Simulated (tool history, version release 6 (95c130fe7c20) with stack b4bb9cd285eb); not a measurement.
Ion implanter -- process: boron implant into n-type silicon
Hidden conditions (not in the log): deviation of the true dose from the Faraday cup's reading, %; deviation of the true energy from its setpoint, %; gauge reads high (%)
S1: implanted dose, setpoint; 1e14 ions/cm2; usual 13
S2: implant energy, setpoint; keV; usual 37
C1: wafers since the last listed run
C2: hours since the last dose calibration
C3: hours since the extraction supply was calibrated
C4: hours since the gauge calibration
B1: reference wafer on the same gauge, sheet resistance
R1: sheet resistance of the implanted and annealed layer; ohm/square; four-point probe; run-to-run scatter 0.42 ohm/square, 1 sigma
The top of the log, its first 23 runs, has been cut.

Run 24, hour 1826.6: usual settings but S1 14.42 1e14 ions/cm2, S2 31.5 keV; C1 1001; C2 205.8; C3 1235.3; C4 2457.6; B1 80.52. Result: R1 83.02 ohm/square.
Run 25, hour 1926.1: usual settings; C1 1407; C2 305.3; C3 1334.8; C4 2557.1; B1 80.5. Result: R1 89.68 ohm/square.
Run 26, hour 2000.6: usual settings; C1 1053; C2 379.8; C3 1409.3; C4 2631.6; B1 80.46. Result: R1 90.27 ohm/square.
At hour 2040.8: gauge calibrated.
Run 27, hour 2057.9: usual settings but S1 15.64 1e14 ions/cm2; C1 810; C2 437.1; C3 1466.6; C4 17.1; B1 80.62. Result: R1 77.64 ohm/square.
Run 28, hour 2229: usual settings but S1 16.38 1e14 ions/cm2, S2 44 keV; C1 2420; C2 608.2; C3 1637.7; C4 188.2; B1 80.62. Result: R1 73.06 ohm/square.
Run 29, hour 2266.2: usual settings but S2 27.5 keV; C1 526; C2 645.4; C3 1674.9; C4 225.4; B1 80.56. Result: R1 93.45 ohm/square.
Run 30, hour 2320.4: usual settings but S1 9.52 1e14 ions/cm2, S2 32 keV; C1 766; C2 699.6; C3 1729.1; C4 279.6; B1 80.48. Result: R1 119.8 ohm/square.
Run 31, hour 2356.7: usual settings but S2 26.5 keV; C1 513; C2 735.9; C3 1765.4; C4 315.9; B1 80.54. Result: R1 93.2 ohm/square.
Run 32, hour 2449: usual settings but S1 11.36 1e14 ions/cm2, S2 41 keV; C1 1305; C2 828.2; C3 1857.7; C4 408.2; B1 80.79. Result: R1 102.03 ohm/square.
Run 33, hour 2499.5: usual settings; C1 714; C2 878.7; C3 1908.2; C4 458.7; B1 80.42. Result: R1 91.79 ohm/square.
Run 34, hour 2721.9: usual settings; C1 3145; C2 1101.1; C3 2130.6; C4 681.1; B1 80.73. Result: R1 91.62 ohm/square.
Run 35, hour 2792.9: usual settings but S1 14.83 1e14 ions/cm2; C1 1004; C2 1172.1; C3 2201.6; C4 752.1; B1 80.57. Result: R1 81.82 ohm/square.
Run 36, hour 2893.7: usual settings but S1 14.12 1e14 ions/cm2, S2 31 keV; C1 1425; C2 1272.9; C3 2302.4; C4 852.9; B1 80.5. Result: R1 86.28 ohm/square.

5 options for the next run, each taken on its own from the tool as it stands now. Forecast them:
Run A, hour 2894.1: usual settings; C1 5; C2 1273.3; C3 2302.8; C4 853.3; B1 ?. Result: R1 ?.
Run B, hour 2894.1: usual settings but S1 14.88 1e14 ions/cm2, S2 40.5 keV; C1 5; C2 1273.3; C3 2302.8; C4 853.3; B1 ?. Result: R1 ?.
Run C, hour 2894.1: usual settings but S1 16.52 1e14 ions/cm2, S2 47.5 keV; C1 5; C2 1273.3; C3 2302.8; C4 853.3; B1 ?. Result: R1 ?.
Run D, hour 2894.1: usual settings but S1 9.84 1e14 ions/cm2, S2 40.5 keV; C1 5; C2 1273.3; C3 2302.8; C4 853.3; B1 ?. Result: R1 ?.
Run E, hour 2894.1: usual settings but S1 11.57 1e14 ions/cm2, S2 25.5 keV; C1 5; C2 1273.3; C3 2302.8; C4 853.3; B1 ?. Result: R1 ?.

run     B1      R1
  A  80.53   91.88
  B  80.53   81.17
  C  80.53   73.14
  D  80.53  115.37
  E  80.53  104.18
The same runs, with their run-to-run variation unchanged, on a tool lacking any hidden condition would have given:
run      R1
  A   88.13
  B   77.82
  C   70.12
  D  110.88
  E   99.99
